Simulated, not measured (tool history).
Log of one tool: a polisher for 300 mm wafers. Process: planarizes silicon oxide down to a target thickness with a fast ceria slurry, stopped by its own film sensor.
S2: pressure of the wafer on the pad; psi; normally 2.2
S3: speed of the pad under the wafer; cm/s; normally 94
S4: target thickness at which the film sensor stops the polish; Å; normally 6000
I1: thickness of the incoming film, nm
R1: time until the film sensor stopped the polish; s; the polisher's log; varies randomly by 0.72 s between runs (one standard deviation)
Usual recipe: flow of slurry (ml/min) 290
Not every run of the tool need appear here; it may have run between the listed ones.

Run 1, hour 0.0: usual settings but flow of slurry (ml/min) 345; I1 1286.3. Result: R1 71.8 s.
Run 2, hour 35.6: usual settings; I1 1300.7. Result: R1 76.0 s.
Run 3, hour 51.7: usual settings; I1 1297.6. Result: R1 75.6 s.
Run 4, hour 79.1: usual settings but flow of slurry (ml/min) 210, S2 1.7 psi; I1 1288.0. Result: R1 97.4 s.
Run 5, hour 97.0: usual settings but flow of slurry (ml/min) 210, S2 1.7 psi; I1 1279.9. Result: R1 96.6 s.
Run 6, hour 120.8: usual settings but flow of slurry (ml/min) 210, S2 1.7 psi; I1 1293.0. Result: R1 99.8 s.
Run 7, hour 144.3: usual settings; I1 1275.1. Result: R1 79.0 s.
Run 8, hour 172.2: usual settings; I1 1274.0. Result: R1 80.7 s.
At hour 191.6: head pressure recalibrated.
At hour 203.6: worn pad replaced by a new one.
Run 9, hour 204.1: usual settings; I1 1272.9. Result: R1 70.5 s.
Run 10, hour 251.5: usual settings but S2 2.5 psi; I1 1271.5. Result: R1 64.9 s.
At hour 284.4: slurry nozzle cleaned.
Run 11, hour 285.6: usual settings but S4 7630 Å; I1 1274.9. Result: R1 55.0 s.
Run 12, hour 318.5: usual settings but S4 7630 Å; I1 1291.1. Result: R1 57.1 s.
Run 13, hour 349.4: usual settings but S3 106 cm/s, S4 4630 Å; I1 1310.8. Result: R1 85.6 s.
At hour 419.1: worn pad replaced by a new one.
Run 14, hour 435.9: usual settings; I1 1277.3. Result: R1 72.1 s.
Run 15, hour 461.3: usual settings; I1 1313.8. Result: R1 75.9 s.
Run 16, hour 487.0: usual settings; I1 1313.3. Result: R1 76.2 s.
Run 17, hour 516.4: usual settings; I1 1266.0. Result: R1 72.0 s.
At hour 525.7: head pressure recalibrated.
Run 18, hour 534.8: usual settings but S2 2.5 psi; I1 1293.4. Result: R1 68.4 s.
Run 19, hour 567.0: usual settings but S3 108 cm/s, S4 5250 Å; I1 1287.1. Result: R1 76.6 s.
Run 20, hour 599.5: usual settings but flow of slurry (ml/min) 255, S2 1.8 psi, S3 116 cm/s, S4 4730 Å; I1 1298.6. Result: R1 96.5 s.
Run 21, hour 624.0: usual settings but flow of slurry (ml/min) 385, S3 114 cm/s, S4 4420 Å; I1 1312.2. Result: R1 86.1 s.
Run 22, hour 650.5: usual settings; I1 1284.5. Result: R1 82.8 s.
At hour 675.4: worn pad replaced by a new one.
Run 23, hour 676.1: usual settings; I1 1292.1. Result: R1 74.1 s.
Run 24, hour 696.3: usual settings; I1 1274.9. Result: R1 72.8 s.
Run 25, hour 728.1: usual settings but S2 3.0 psi; I1 1308.5. Result: R1 59.3 s.
Run 26, hour 742.4: usual settings; I1 1312.1. Result: R1 77.2 s.
Run 27, hour 769.7: usual settings but S2 3.0 psi, S3 64 cm/s; I1 1267.6. Result: R1 72.8 s.
Run 28, hour 796.2: usual settings; I1 1317.7. Result: R1 77.6 s.
Run 29, hour 809.1: usual settings but S2 2.4 psi, S3 124 cm/s; I1 1293.3. Result: R1 59.8 s.
Run 30, hour 833.3: usual settings but S2 2.8 psi, S3 108 cm/s, S4 8340 Å; I1 1300.9. Result: R1 39.5 s.
Run 31, hour 864.7: usual settings; I1 1287.2. Result: R1 80.2 s.
Run 32, hour 884.1: usual settings but flow of slurry (ml/min) 205, S2 2.9 psi, S3 64 cm/s, S4 3590 Å; I1 1295.4. Result: R1 116.9 s.
At hour 897.1: worn pad replaced by a new one.
Run 33, hour 904.3: usual settings; I1 1295.9. Result: R1 73.5 s.
Run 34, hour 927.2: usual settings but S2 2.6 psi, S3 82 cm/s, S4 6960 Å; I1 1287.4. Result: R1 59.8 s.
At hour 947.9: head pressure recalibrated.
Run 35, hour 961.2: usual settings; I1 1270.1. Result: R1 70.1 s.
Run 36, hour 983.4: usual settings but flow of slurry (ml/min) 205, S2 1.8 psi, S3 124 cm/s, S4 5300 Å; I1 1312.2. Result: R1 82.4 s.
Run 37, hour 1009.3: usual settings but flow of slurry (ml/min) 365, S2 1.5 psi; I1 1285.2. Result: R1 98.1 s.
Run 38, hour 1028.7: usual settings but flow of slurry (ml/min) 335, S2 1.9 psi, S4 5300 Å; I1 1301.5. Result: R1 93.2 s.

Consider 3 possible next runs. They are alternatives, not a sequence: every one starts from the tool as it was left by run 38. What does each give?
Run A, hour 1029.1: usual settings; I1 1306.6. Result: R1 ?.
Run B, hour 1029.1: usual settings but flow of slurry (ml/min) 375, S2 2.9 psi; I1 1306.6. Result: R1 ?.
Run C, hour 1029.1: usual settings but flow of slurry (ml/min) 240; I1 1306.6. Result: R1 ?.

run    R1
  A  76.3
  B  59.6
  C  77.6
Without the tool's unlogged condition, the same runs would have read:
run    R1
  A  73.6
  B  57.5
  C  74.9
